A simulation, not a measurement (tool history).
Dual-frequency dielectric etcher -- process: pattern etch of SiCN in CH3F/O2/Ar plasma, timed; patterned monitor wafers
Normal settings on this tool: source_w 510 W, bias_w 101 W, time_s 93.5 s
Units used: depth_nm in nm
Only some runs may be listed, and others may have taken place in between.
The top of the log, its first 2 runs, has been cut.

run,hour,source_w,bias_w,time_s,"read-back reference wafer on the same gauge, depth_nm",depth_nm
3,240.9,590,101,93.5,50.8,49.13
# hour 257.3: source power generator calibrated
4,274.2,590,101,93.5,50.83,49.92
# hour 312.5: gauge calibrated
5,314.2,510,84,93.5,50.83,43.85
6,363.9,510,84,93.5,50.8,43.56
7,392,510,84,93.5,50.83,43.69
8,421.8,510,101,93.5,50.81,46.98
9,477.8,510,101,93.5,50.83,46.85
# hour 502.5: wet clean of the chamber
10,546.5,510,101,93.5,50.84,48.07
# hour 598.5: upper electrode replaced
11,599,430,119,113,50.78,59.09
12,655,420,101,102.5,50.81,49.1
13,723.4,510,91,82,50.86,39.86
14,789.4,420,114,77,50.74,38.6
15,853.1,550,101,66.5,50.84,34.42
16,890.3,510,101,72.5,50.82,36.65
17,948,570,101,118,50.81,61.36
18,978.7,510,84,93.5,50.8,43.12
19,1024.2,440,101,93.5,50.82,44.6

For run 20, what comes out?
20,1069.5,510,101,93.5,?,?

Logged for run 20: read-back reference wafer on the same gauge, depth_nm 50.81, depth_nm 46.59 nm.
If the tool had no hidden condition, the same run with the same run-to-run variation would have returned depth_nm 48.42 nm.
